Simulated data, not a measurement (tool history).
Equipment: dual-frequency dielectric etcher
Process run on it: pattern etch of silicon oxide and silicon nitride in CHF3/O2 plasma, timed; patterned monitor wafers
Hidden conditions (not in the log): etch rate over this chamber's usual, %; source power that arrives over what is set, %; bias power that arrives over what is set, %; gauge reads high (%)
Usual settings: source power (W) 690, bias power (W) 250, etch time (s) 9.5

run   hour  source power (W)  bias power (W)  etch time (s)  wafers since the last listed run  hours since the last wet clean  hours since the last source power generator calibration  hours since the last bias power generator calibration  hours since the last upper electrode change  hours since the gauge calibration  read-back reference wafer on the same gauge, depth_nm  mean etch depth across the wafer (nm)
  1    0.0               600             250           11.0                                 0                           139.2                                                   1657.5                                                 2805.9                                       3290.5                              214.6                                                  16.29                                  17.83
  2   15.9               620             250            9.5                               222                           155.1                                                   1673.4                                                 2821.8                                       3306.4                              230.5                                                  16.31                                  15.75
  3   28.5               690             250            9.5                               176                           167.7                                                   1686.0                                                 2834.4                                       3319.0                              243.1                                                  16.30                                  16.41
      60.7  -- gauge calibrated
      66.7  -- upper electrode replaced
  4   67.2               690             250            9.5                               205                           206.4                                                   1724.7                                                 2873.1                                          0.5                                6.5                                                  16.30                                  16.45
  5   81.5               690             250            9.5                               200                           220.7                                                   1739.0                                                 2887.4                                         14.8                               20.8                                                  16.30                                  16.38
  6   94.5               690             250            9.5                               182                           233.7                                                   1752.0                                                 2900.4                                         27.8                               33.8                                                  16.36                                  16.42
  7  144.1               690             250            9.5                               694                           283.3                                                   1801.6                                                 2950.0                                         77.4                               83.4                                                  16.29                                  16.50
     156.6  -- source power generator calibrated
  8  157.1               690             250            9.5                               126                           296.3                                                      0.5                                                 2963.0                                         90.4                               96.4                                                  16.30                                  16.55
     172.2  -- bias power generator calibrated
  9  172.7               690             250            9.5                               162                           311.9                                                     16.1                                                    0.5                                        106.0                              112.0                                                  16.31                                  16.43
 10  181.7               690             250            9.5                               126                           320.9                                                     25.1                                                    9.5                                        115.0                              121.0                                                  16.31                                  16.62
 11  190.4               760             190            9.5                               121                           329.6                                                     33.8                                                   18.2                                        123.7                              129.7                                                  16.29                                  15.27
     227.6  -- wet clean of the chamber
 12  228.1               690             250           10.5                               191                             0.5                                                     71.5                                                   55.9                                        161.4                              167.4                                                  16.33                                  18.01
 13  228.4               820             250            9.5                                 4                             0.8                                                     71.8                                                   56.2                                        161.7                              167.7                                                  16.31                                  17.47
 14  241.7               690             296            9.5                               186                            14.1                                                     85.1                                                   69.5                                        175.0                              181.0                                                  16.30                                  17.18
 15  253.3               650             202            7.5                               162                            25.7                                                     96.7                                                   81.1                                        186.6                              192.6                                                  16.30                                  11.45
 16  265.0               690             250            9.5                               163                            37.4                                                    108.4                                                   92.8                                        198.3                              204.3                                                  16.28                                  16.17
 17  281.2               580             233            7.0                               226                            53.6                                                    124.6                                                  109.0                                        214.5                              220.5                                                  16.30                                  10.84
 18  296.4               690             250            9.5                               212                            68.8                                                    139.8                                                  124.2                                        229.7                              235.7                                                  16.23                                  16.19
 19  302.6               690             250            9.5                                86                            75.0                                                    146.0                                                  130.4                                        235.9                              241.9                                                  16.34                                  16.40
     304.5  -- gauge calibrated
 20  315.4               690             250            9.5                               179                            87.8                                                    158.8                                                  143.2                                        248.7                               10.9                                                  16.34                                  16.31
 21  323.5               560             219            8.0                               113                            95.9                                                    166.9                                                  151.3                                        256.8                               19.0                                                  16.26                                  12.03
 22  330.5               690             250            9.5                                98                           102.9                                                    173.9                                                  158.3                                        263.8                               26.0                                                  16.36                                  16.24
 23  348.1               690             250            9.5                               246                           120.5                                                    191.5                                                  175.9                                        281.4                               43.6                                                  16.30                                  16.53
 24  356.0               850             266            9.5                               110                           128.4                                                    199.4                                                  183.8                                        289.3                               51.5                                                  16.31                                  18.32
 25  367.2               690             250            9.5                               156                           139.6                                                    210.6                                                  195.0                                        300.5                               62.7                                                  16.28                                  16.30
 26  375.0               640             281            7.0                               109                           147.4                                                    218.4                                                  202.8                                        308.3                               70.5                                                  16.26                                  12.37
 27  389.5               830             230            9.5                               203                           161.9                                                    232.9                                                  217.3                                        322.8                               85.0                                                  16.35                                  17.03
 28  399.6               690             250            8.5                               141                           172.0                                                    243.0                                                  227.4                                        332.9                               95.1                                                  16.33                                  14.58
 29  407.2               690             234            9.5                               106                           179.6                                                    250.6                                                  235.0                                        340.5                              102.7                                                  16.28                                  15.88
 30  425.0               760             228           12.0                               249                           197.4                                                    268.4                                                  252.8                                        358.3                              120.5                                                  16.30                                  20.87

Take each entry between the runs: how does the hidden state at the last listed run before it differ from the hidden state at the first listed run after it?
Run 3 -> run 4: gauge calibrated (hour 60.7); upper electrode replaced (hour 66.7)
  etch rate over this chamber's usual, %: 1.39 -> 1.74
  measured less the result without the state, mean etch depth across the wafer (nm): +0.23 -> +0.28
Run 7 -> run 8: source power generator calibrated (hour 156.6)
  etch rate over this chamber's usual, %: 2.43 -> 2.55
  measured less the result without the state, mean etch depth across the wafer (nm): +0.39 -> +0.41
Run 8 -> run 9: bias power generator calibrated (hour 172.2)
  etch rate over this chamber's usual, %: 2.55 -> 2.69
  measured less the result without the state, mean etch depth across the wafer (nm): +0.41 -> +0.43
Run 11 -> run 12: wet clean of the chamber (hour 227.6)
  etch rate over this chamber's usual, %: 2.84 -> 0.0898
  measured less the result without the state, mean etch depth across the wafer (nm): +0.43 -> +0.01
Run 19 -> run 20: gauge calibrated (hour 304.5)
  etch rate over this chamber's usual, %: 0.758 -> 0.873
  measured less the result without the state, mean etch depth across the wafer (nm): +0.12 -> +0.14
